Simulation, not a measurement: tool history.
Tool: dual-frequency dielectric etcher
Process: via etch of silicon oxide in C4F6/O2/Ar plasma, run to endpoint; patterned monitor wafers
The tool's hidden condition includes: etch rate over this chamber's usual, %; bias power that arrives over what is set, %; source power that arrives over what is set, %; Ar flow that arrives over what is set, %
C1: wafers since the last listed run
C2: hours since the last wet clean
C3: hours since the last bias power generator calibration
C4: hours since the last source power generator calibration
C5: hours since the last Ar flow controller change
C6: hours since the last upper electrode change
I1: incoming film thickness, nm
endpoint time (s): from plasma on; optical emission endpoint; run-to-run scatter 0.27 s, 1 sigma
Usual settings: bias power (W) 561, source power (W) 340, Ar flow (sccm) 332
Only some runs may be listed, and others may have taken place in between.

run 1 hour=0.0 | bias_power_(W)=561 source_power_(W)=340 Ar_flow_(sccm)=267 | C1=0 C2=463.3 C3=3812.0 C4=4156.7 C5=3800.5 C6=1723.5 | I1=167.8 | endpoint_time_(s)=34.8
run 2 hour=34.2 | bias_power_(W)=561 source_power_(W)=340 Ar_flow_(sccm)=267 | C1=314 C2=497.5 C3=3846.2 C4=4190.9 C5=3834.7 C6=1757.7 | I1=168.2 | endpoint_time_(s)=34.1
run 3 hour=62.0 | bias_power_(W)=561 source_power_(W)=340 Ar_flow_(sccm)=267 | C1=255 C2=525.3 C3=3874.0 C4=4218.7 C5=3862.5 C6=1785.5 | I1=167.4 | endpoint_time_(s)=34.4
run 4 hour=138.5 | bias_power_(W)=561 source_power_(W)=370 Ar_flow_(sccm)=309 | C1=704 C2=601.8 C3=3950.5 C4=4295.2 C5=3939.0 C6=1862.0 | I1=167.1 | endpoint_time_(s)=33.3
run 5 hour=154.2 | bias_power_(W)=561 source_power_(W)=370 Ar_flow_(sccm)=309 | C1=144 C2=617.5 C3=3966.2 C4=4310.9 C5=3954.7 C6=1877.7 | I1=167.7 | endpoint_time_(s)=33.3
run 6 hour=175.8 | bias_power_(W)=561 source_power_(W)=370 Ar_flow_(sccm)=309 | C1=198 C2=639.1 C3=3987.8 C4=4332.5 C5=3976.3 C6=1899.3 | I1=167.5 | endpoint_time_(s)=32.8
run 7 hour=199.9 | bias_power_(W)=597 source_power_(W)=340 Ar_flow_(sccm)=332 | C1=221 C2=663.2 C3=4011.9 C4=4356.6 C5=4000.4 C6=1923.4 | I1=167.2 | endpoint_time_(s)=33.6
-- hour=229.2 wet clean of the chamber
-- hour=244.6 upper electrode replaced
run 8 hour=245.1 | bias_power_(W)=561 source_power_(W)=280 Ar_flow_(sccm)=391 | C1=53 C2=15.9 C3=4057.1 C4=4401.8 C5=4045.6 C6=0.5 | I1=167.3 | endpoint_time_(s)=40.8
run 9 hour=245.4 | bias_power_(W)=561 source_power_(W)=280 Ar_flow_(sccm)=391 | C1=2 C2=16.2 C3=4057.4 C4=4402.1 C5=4045.9 C6=0.8 | I1=168.4 | endpoint_time_(s)=41.2
run 10 hour=254.8 | bias_power_(W)=561 source_power_(W)=280 Ar_flow_(sccm)=391 | C1=86 C2=25.6 C3=4066.8 C4=4411.5 C5=4055.3 C6=10.2 | I1=169.4 | endpoint_time_(s)=41.3
run 11 hour=276.4 | bias_power_(W)=561 source_power_(W)=340 Ar_flow_(sccm)=332 | C1=198 C2=47.2 C3=4088.4 C4=4433.1 C5=4076.9 C6=31.8 | I1=168.1 | endpoint_time_(s)=35.8
run 12 hour=298.3 | bias_power_(W)=561 source_power_(W)=340 Ar_flow_(sccm)=332 | C1=201 C2=69.1 C3=4110.3 C4=4455.0 C5=4098.8 C6=53.7 | I1=167.9 | endpoint_time_(s)=36.1
run 13 hour=310.3 | bias_power_(W)=561 source_power_(W)=340 Ar_flow_(sccm)=332 | C1=110 C2=81.1 C3=4122.3 C4=4467.0 C5=4110.8 C6=65.7 | I1=168.0 | endpoint_time_(s)=36.1
run 14 hour=331.4 | bias_power_(W)=462 source_power_(W)=260 Ar_flow_(sccm)=282 | C1=194 C2=102.2 C3=4143.4 C4=4488.1 C5=4131.9 C6=86.8 | I1=166.9 | endpoint_time_(s)=44.3
run 15 hour=350.0 | bias_power_(W)=561 source_power_(W)=340 Ar_flow_(sccm)=332 | C1=171 C2=120.8 C3=4162.0 C4=4506.7 C5=4150.5 C6=105.4 | I1=168.3 | endpoint_time_(s)=36.4
run 16 hour=364.9 | bias_power_(W)=453 source_power_(W)=340 Ar_flow_(sccm)=332 | C1=137 C2=135.7 C3=4176.9 C4=4521.6 C5=4165.4 C6=120.3 | I1=168.8 | endpoint_time_(s)=39.8
-- hour=382.1 Ar flow controller replaced
run 17 hour=387.5 | bias_power_(W)=488 source_power_(W)=340 Ar_flow_(sccm)=371 | C1=152 C2=158.3 C3=4199.5 C4=4544.2 C5=5.4 C6=142.9 | I1=167.8 | endpoint_time_(s)=38.0
-- hour=408.2 bias power generator calibrated
run 18 hour=416.8 | bias_power_(W)=597 source_power_(W)=340 Ar_flow_(sccm)=332 | C1=232 C2=187.6 C3=8.6 C4=4573.5 C5=34.7 C6=172.2 | I1=168.9 | endpoint_time_(s)=35.1
-- hour=422.2 source power generator calibrated
run 19 hour=439.5 | bias_power_(W)=561 source_power_(W)=260 Ar_flow_(sccm)=402 | C1=172 C2=210.3 C3=31.3 C4=17.3 C5=57.4 C6=194.9 | I1=167.4 | endpoint_time_(s)=42.6
run 20 hour=456.3 | bias_power_(W)=683 source_power_(W)=340 Ar_flow_(sccm)=332 | C1=154 C2=227.1 C3=48.1 C4=34.1 C5=74.2 C6=211.7 | I1=168.5 | endpoint_time_(s)=32.9
run 21 hour=479.5 | bias_power_(W)=561 source_power_(W)=340 Ar_flow_(sccm)=410 | C1=213 C2=250.3 C3=71.3 C4=57.3 C5=97.4 C6=234.9 | I1=168.3 | endpoint_time_(s)=36.4
run 22 hour=492.3 | bias_power_(W)=561 source_power_(W)=390 Ar_flow_(sccm)=362 | C1=117 C2=263.1 C3=84.1 C4=70.1 C5=110.2 C6=247.7 | I1=170.1 | endpoint_time_(s)=34.2
run 23 hour=516.2 | bias_power_(W)=561 source_power_(W)=280 Ar_flow_(sccm)=332 | C1=219 C2=287.0 C3=108.0 C4=94.0 C5=134.1 C6=271.6 | I1=167.7 | endpoint_time_(s)=40.3
run 24 hour=544.2 | bias_power_(W)=672 source_power_(W)=340 Ar_flow_(sccm)=332 | C1=257 C2=315.0 C3=136.0 C4=122.0 C5=162.1 C6=299.6 | I1=168.6 | endpoint_time_(s)=33.0
run 25 hour=558.1 | bias_power_(W)=561 source_power_(W)=340 Ar_flow_(sccm)=267 | C1=127 C2=328.9 C3=149.9 C4=135.9 C5=176.0 C6=313.5 | I1=168.9 | endpoint_time_(s)=35.4
run 26 hour=591.2 | bias_power_(W)=561 source_power_(W)=340 Ar_flow_(sccm)=332 | C1=304 C2=362.0 C3=183.0 C4=169.0 C5=209.1 C6=346.6 | I1=167.7 | endpoint_time_(s)=35.7

Consider 4 possible next runs. They are alternatives, not a sequence: every one starts from the tool as it was left by run 26. What does each give?
run A hour=591.6 | bias_power_(W)=561 source_power_(W)=340 Ar_flow_(sccm)=332 | C1=3 C2=362.4 C3=183.4 C4=169.4 C5=209.5 C6=347.0 | I1=167.7 | endpoint_time_(s)=?
run B hour=591.6 | bias_power_(W)=561 source_power_(W)=300 Ar_flow_(sccm)=332 | C1=3 C2=362.4 C3=183.4 C4=169.4 C5=209.5 C6=347.0 | I1=167.7 | endpoint_time_(s)=?
run C hour=591.6 | bias_power_(W)=521 source_power_(W)=340 Ar_flow_(sccm)=259 | C1=3 C2=362.4 C3=183.4 C4=169.4 C5=209.5 C6=347.0 | I1=167.7 | endpoint_time_(s)=?
run D hour=591.6 | bias_power_(W)=601 source_power_(W)=400 Ar_flow_(sccm)=403 | C1=3 C2=362.4 C3=183.4 C4=169.4 C5=209.5 C6=347.0 | I1=167.7 | endpoint_time_(s)=?

run=A endpoint_time_(s)=35.9
run=B endpoint_time_(s)=38.4
run=C endpoint_time_(s)=36.2
run=D endpoint_time_(s)=32.7
Without the tool's unlogged condition, the same runs would have read:
run=A endpoint_time_(s)=36.4
run=B endpoint_time_(s)=38.9
run=C endpoint_time_(s)=36.7
run=D endpoint_time_(s)=33.2
